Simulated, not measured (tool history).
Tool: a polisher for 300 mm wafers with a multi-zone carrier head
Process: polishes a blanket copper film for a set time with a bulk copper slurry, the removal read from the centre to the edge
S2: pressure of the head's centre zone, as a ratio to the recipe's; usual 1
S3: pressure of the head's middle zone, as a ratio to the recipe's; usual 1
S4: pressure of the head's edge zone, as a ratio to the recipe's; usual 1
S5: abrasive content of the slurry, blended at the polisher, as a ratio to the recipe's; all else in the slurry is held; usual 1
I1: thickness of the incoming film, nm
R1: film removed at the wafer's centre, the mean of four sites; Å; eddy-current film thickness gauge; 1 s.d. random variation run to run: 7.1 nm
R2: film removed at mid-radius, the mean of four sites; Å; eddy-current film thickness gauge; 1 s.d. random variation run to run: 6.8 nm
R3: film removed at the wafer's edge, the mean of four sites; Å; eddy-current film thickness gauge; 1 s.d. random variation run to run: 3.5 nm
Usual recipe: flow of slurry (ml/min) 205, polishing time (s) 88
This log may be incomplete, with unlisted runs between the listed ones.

{"run": 1, "hour": 0.0, "flow of slurry (ml/min)": 205, "S2": 1, "S3": 1.09, "S4": 1.11, "S5": 1, "polishing time (s)": 88, "I1": 3759, "R1": 4847, "R2": 4917, "R3": 4865}
{"run": 2, "hour": 12.9, "flow of slurry (ml/min)": 205, "S2": 1.06, "S3": 1, "S4": 1, "S5": 0.85, "polishing time (s)": 88, "I1": 3800.4, "R1": 4689, "R2": 4410, "R3": 4390}
{"run": 3, "hour": 25.8, "flow of slurry (ml/min)": 205, "S2": 1, "S3": 1, "S4": 1, "S5": 1, "polishing time (s)": 70, "I1": 3781.1, "R1": 3566, "R2": 3556, "R3": 3579}
{"run": 4, "hour": 34.0, "flow of slurry (ml/min)": 205, "S2": 1.1, "S3": 1, "S4": 1, "S5": 1.15, "polishing time (s)": 88, "I1": 3751.5, "R1": 5171, "R2": 4533, "R3": 4568}
{"run": 5, "hour": 41.4, "flow of slurry (ml/min)": 270, "S2": 1, "S3": 1, "S4": 1, "S5": 1, "polishing time (s)": 101, "I1": 3816.4, "R1": 5390, "R2": 5099, "R3": 5103}
{"run": 6, "hour": 52.4, "flow of slurry (ml/min)": 205, "S2": 1, "S3": 0.91, "S4": 1.09, "S5": 0.8, "polishing time (s)": 88, "I1": 3775.6, "R1": 4196, "R2": 3693, "R3": 4132}
{"run": 7, "hour": 65.9, "flow of slurry (ml/min)": 250, "S2": 1, "S3": 1, "S4": 1, "S5": 0.9, "polishing time (s)": 76, "I1": 3722.1, "R1": 3682, "R2": 3584, "R3": 3600}
{"hour": 70.5, "done": "worn pad replaced by a new one"}
{"hour": 78.7, "done": "edge zone pressure recalibrated"}
{"run": 8, "hour": 79.7, "flow of slurry (ml/min)": 150, "S2": 1.1, "S3": 1, "S4": 1.11, "S5": 1, "polishing time (s)": 88, "I1": 3764.5, "R1": 5036, "R2": 4480, "R3": 4844}
{"run": 9, "hour": 94.2, "flow of slurry (ml/min)": 205, "S2": 1, "S3": 1, "S4": 1, "S5": 1, "polishing time (s)": 88, "I1": 3788.6, "R1": 4891, "R2": 4816, "R3": 4781}
{"hour": 103.5, "done": "centre zone pressure recalibrated"}
{"run": 10, "hour": 106.5, "flow of slurry (ml/min)": 205, "S2": 1, "S3": 1, "S4": 1, "S5": 0.8, "polishing time (s)": 88, "I1": 3688.2, "R1": 4581, "R2": 4626, "R3": 4461}
{"run": 11, "hour": 117.0, "flow of slurry (ml/min)": 205, "S2": 1, "S3": 1, "S4": 1.03, "S5": 1, "polishing time (s)": 88, "I1": 3775.3, "R1": 4784, "R2": 4791, "R3": 4860}
{"run": 12, "hour": 123.0, "flow of slurry (ml/min)": 160, "S2": 1, "S3": 1, "S4": 1, "S5": 1, "polishing time (s)": 88, "I1": 3777.2, "R1": 4644, "R2": 4513, "R3": 4622}
{"hour": 130.1, "done": "carrier head's membrane replaced by a new one"}
{"run": 13, "hour": 134.9, "flow of slurry (ml/min)": 205, "S2": 1, "S3": 1.07, "S4": 1, "S5": 1, "polishing time (s)": 98, "I1": 3786.6, "R1": 5302, "R2": 5528, "R3": 5289}
{"run": 14, "hour": 148.7, "flow of slurry (ml/min)": 260, "S2": 1.06, "S3": 1, "S4": 1.06, "S5": 1, "polishing time (s)": 104, "I1": 3802.9, "R1": 6061, "R2": 5706, "R3": 5867}
{"run": 15, "hour": 159.4, "flow of slurry (ml/min)": 205, "S2": 1, "S3": 0.91, "S4": 1, "S5": 1, "polishing time (s)": 88, "I1": 3798.3, "R1": 4559, "R2": 4204, "R3": 4674}
{"run": 16, "hour": 175.3, "flow of slurry (ml/min)": 205, "S2": 1, "S3": 1.06, "S4": 1, "S5": 1, "polishing time (s)": 88, "I1": 3787.7, "R1": 4739, "R2": 4794, "R3": 4583}
{"run": 17, "hour": 185.6, "flow of slurry (ml/min)": 205, "S2": 1, "S3": 1.06, "S4": 1, "S5": 1.1, "polishing time (s)": 88, "I1": 3771.4, "R1": 4732, "R2": 4805, "R3": 4666}
{"run": 18, "hour": 194.7, "flow of slurry (ml/min)": 205, "S2": 1, "S3": 1, "S4": 1, "S5": 1.25, "polishing time (s)": 88, "I1": 3758.7, "R1": 4786, "R2": 4779, "R3": 4771}
{"run": 19, "hour": 210.2, "flow of slurry (ml/min)": 205, "S2": 1, "S3": 1, "S4": 0.92, "S5": 1, "polishing time (s)": 88, "I1": 3808.7, "R1": 4537, "R2": 4233, "R3": 4172}
{"run": 20, "hour": 221.7, "flow of slurry (ml/min)": 205, "S2": 1, "S3": 1, "S4": 1, "S5": 1, "polishing time (s)": 88, "I1": 3826.5, "R1": 4471, "R2": 4209, "R3": 4241}
{"run": 21, "hour": 228.5, "flow of slurry (ml/min)": 205, "S2": 1, "S3": 0.92, "S4": 1, "S5": 1, "polishing time (s)": 88, "I1": 3806.3, "R1": 4465, "R2": 3962, "R3": 4270}
{"run": 22, "hour": 242.8, "flow of slurry (ml/min)": 205, "S2": 1, "S3": 1, "S4": 1, "S5": 1, "polishing time (s)": 88, "I1": 3814.5, "R1": 4197, "R2": 4093, "R3": 4104}
{"hour": 249.7, "done": "worn pad replaced by a new one"}
{"run": 23, "hour": 250.9, "flow of slurry (ml/min)": 240, "S2": 1.08, "S3": 0.95, "S4": 1.09, "S5": 1, "polishing time (s)": 88, "I1": 3748.4, "R1": 5320, "R2": 4590, "R3": 5063}

What if the next run were any one of these 3? Each begins from the tool's condition after run 23:
{"run": "A", "hour": 251.4, "flow of slurry (ml/min)": 205, "S2": 1, "S3": 1, "S4": 1, "S5": 1, "polishing time (s)": 88, "I1": 3749.8, "R1": "?", "R2": "?", "R3": "?"}
{"run": "B", "hour": 251.4, "flow of slurry (ml/min)": 205, "S2": 1, "S3": 1, "S4": 1.06, "S5": 1, "polishing time (s)": 104, "I1": 3749.8, "R1": "?", "R2": "?", "R3": "?"}
{"run": "C", "hour": 251.4, "flow of slurry (ml/min)": 270, "S2": 1, "S3": 1, "S4": 1.04, "S5": 1, "polishing time (s)": 88, "I1": 3749.8, "R1": "?", "R2": "?", "R3": "?"}

run=A R1=4771 R2=4869 R3=4800
run=B R1=5638 R2=5754 R3=5829
run=C R1=4969 R2=5051 R3=5025
Take away the tool's hidden state, keep each run's random variation, and the runs would have read:
run=A R1=4849 R2=4949 R3=4878
run=B R1=5731 R2=5848 R3=5924
run=C R1=5051 R2=5134 R3=5107

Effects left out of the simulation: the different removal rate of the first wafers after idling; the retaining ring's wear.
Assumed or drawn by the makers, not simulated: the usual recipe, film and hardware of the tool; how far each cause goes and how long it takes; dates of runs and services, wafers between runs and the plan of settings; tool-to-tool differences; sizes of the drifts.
